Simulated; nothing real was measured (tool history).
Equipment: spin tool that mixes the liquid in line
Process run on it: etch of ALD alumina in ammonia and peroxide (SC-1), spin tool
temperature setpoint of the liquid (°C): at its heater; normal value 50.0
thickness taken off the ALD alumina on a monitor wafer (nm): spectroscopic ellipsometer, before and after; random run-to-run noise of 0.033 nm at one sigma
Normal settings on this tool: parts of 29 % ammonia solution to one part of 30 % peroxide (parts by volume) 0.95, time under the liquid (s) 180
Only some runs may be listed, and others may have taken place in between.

run   hour  temperature setpoint of the liquid (°C)  parts of 29 % ammonia solution to one part of 30 % peroxide (parts by volume)  time under the liquid (s)  wafers since the last listed run  hours since the thermometer was replaced  hours since the ammonia flow meter was replaced  hours since the heated supply line was repaired  hours since the drum of ammonia solution was connected  hours since the gauge calibration  read-back film thickness of the ALD alumina reference wafer, read on the same gauge (nm)  thickness taken off the ALD alumina on a monitor wafer (nm)
  1    0.0                                     50.0                                                                           0.95                        180                                 0                                    2028.9                                           2445.1                                           1859.7                                                   257.0                              444.7                                                                                     40.01                                                         9.27
       3.5  -- thermometer replaced
  2    8.2                                     50.0                                                                           0.95                        180                                30                                       4.7                                           2453.3                                           1867.9                                                   265.2                              452.9                                                                                     39.97                                                         9.26
  3   20.3                                     50.0                                                                           1.20                         85                                52                                      16.8                                           2465.4                                           1880.0                                                   277.3                              465.0                                                                                     39.98                                                         4.49
  4   30.9                                     50.0                                                                           1.10                         80                                45                                      27.4                                           2476.0                                           1890.6                                                   287.9                              475.6                                                                                     39.98                                                         4.17
      32.3  -- new drum of ammonia solution connected
  5   37.4                                     50.0                                                                           0.55                         80                                23                                      33.9                                           2482.5                                           1897.1                                                     5.1                              482.1                                                                                     40.03                                                         3.98
  6   47.0                                     46.0                                                                           1.10                        265                                41                                      43.5                                           2492.1                                           1906.7                                                    14.7                              491.7                                                                                     40.04                                                        11.20
  7   57.2                                     50.0                                                                           0.95                        180                                43                                      53.7                                           2502.3                                           1916.9                                                    24.9                              501.9                                                                                     39.97                                                         9.45
  8   72.7                                     57.5                                                                           1.20                        120                                66                                      69.2                                           2517.8                                           1932.4                                                    40.4                              517.4                                                                                     39.99                                                         9.60
  9   84.9                                     50.0                                                                           0.95                        180                                52                                      81.4                                           2530.0                                           1944.6                                                    52.6                              529.6                                                                                     39.99                                                         9.36
      98.3  -- heated supply line repaired
 10   98.8                                     52.5                                                                           1.15                        265                                55                                      95.3                                           2543.9                                              0.5                                                    66.5                              543.5                                                                                     40.06                                                        16.17
 11  114.0                                     50.0                                                                           0.95                        180                                65                                     110.5                                           2559.1                                             15.7                                                    81.7                              558.7                                                                                     40.02                                                         9.37
 12  120.5                                     50.0                                                                           0.55                         80                                27                                     117.0                                           2565.6                                             22.2                                                    88.2                              565.2                                                                                     39.99                                                         3.96
 13  135.9                                     50.0                                                                           0.95                        120                                66                                     132.4                                           2581.0                                             37.6                                                   103.6                              580.6                                                                                     40.03                                                         6.21
     136.3  -- gauge calibrated
 14  148.7                                     40.5                                                                           1.20                        110                                55                                     145.2                                           2593.8                                             50.4                                                   116.4                               12.4                                                                                     39.97                                                         3.41
 15  156.4                                     50.0                                                                           1.20                        130                                33                                     152.9                                           2601.5                                             58.1                                                   124.1                               20.1                                                                                     40.03                                                         6.95
 16  168.6                                     50.0                                                                           1.20                        180                                52                                     165.1                                           2613.7                                             70.3                                                   136.3                               32.3                                                                                     39.98                                                         9.59
 17  179.0                                     57.5                                                                           0.95                        180                                44                                     175.5                                           2624.1                                             80.7                                                   146.7                               42.7                                                                                     40.00                                                        14.03
     185.8  -- ammonia flow meter replaced
 18  223.3                                     50.0                                                                           0.95                        180                               186                                     219.8                                             37.5                                            125.0                                                   191.0                               87.0                                                                                     39.98                                                         9.37
 19  232.1                                     47.0                                                                           0.95                        180                                37                                     228.6                                             46.3                                            133.8                                                   199.8                               95.8                                                                                     39.99                                                         7.99
 20  241.0                                     50.0                                                                           0.80                         75                                38                                     237.5                                             55.2                                            142.7                                                   208.7                              104.7                                                                                     39.99                                                         3.84
 21  256.8                                     50.0                                                                           0.95                         70                                67                                     253.3                                             71.0                                            158.5                                                   224.5                              120.5                                                                                     40.00                                                         3.63
 22  267.2                                     44.5                                                                           0.95                        270                                44                                     263.7                                             81.4                                            168.9                                                   234.9                              130.9                                                                                     40.03                                                        10.29
     270.4  -- new drum of ammonia solution connected
 23  281.5                                     50.0                                                                           0.95                        180                                57                                     278.0                                             95.7                                            183.2                                                    11.1                              145.2                                                                                     39.97                                                         9.44
 24  292.6                                     50.0                                                                           1.20                        235                                47                                     289.1                                            106.8                                            194.3                                                    22.2                              156.3                                                                                     39.98                                                        12.51
 25  304.5                                     47.5                                                                           0.95                        180                                51                                     301.0                                            118.7                                            206.2                                                    34.1                              168.2                                                                                     40.03                                                         8.16
 26  320.5                                     45.0                                                                           0.75                        260                                68                                     317.0                                            134.7                                            222.2                                                    50.1                              184.2                                                                                     39.98                                                        10.08

Predict each of these 3 candidate next runs independently; none follows another, all start after run 26:
  A  321.0                                     43.0                                                                           0.95                        180                                 2                                     317.5                                            135.2                                            222.7                                                    50.6                              184.7                                                                                         ?                                                            ?
  B  321.0                                     50.0                                                                           0.85                        180                                 2                                     317.5                                            135.2                                            222.7                                                    50.6                              184.7                                                                                         ?                                                            ?
  C  321.0                                     56.0                                                                           0.95                        180                                 2                                     317.5                                            135.2                                            222.7                                                    50.6                              184.7                                                                                         ?                                                            ?

run  read-back film thickness of the ALD alumina reference wafer, read on the same gauge (nm)  thickness taken off the ALD alumina on a monitor wafer (nm)
  A                                                                                     39.99                                                         6.35
  B                                                                                     39.99                                                         9.32
  C                                                                                     39.99                                                        13.01
With no hidden state in the tool, these same runs would have given:
run  thickness taken off the ALD alumina on a monitor wafer (nm)
  A                                                         6.37
  B                                                         9.36
  C                                                        13.06
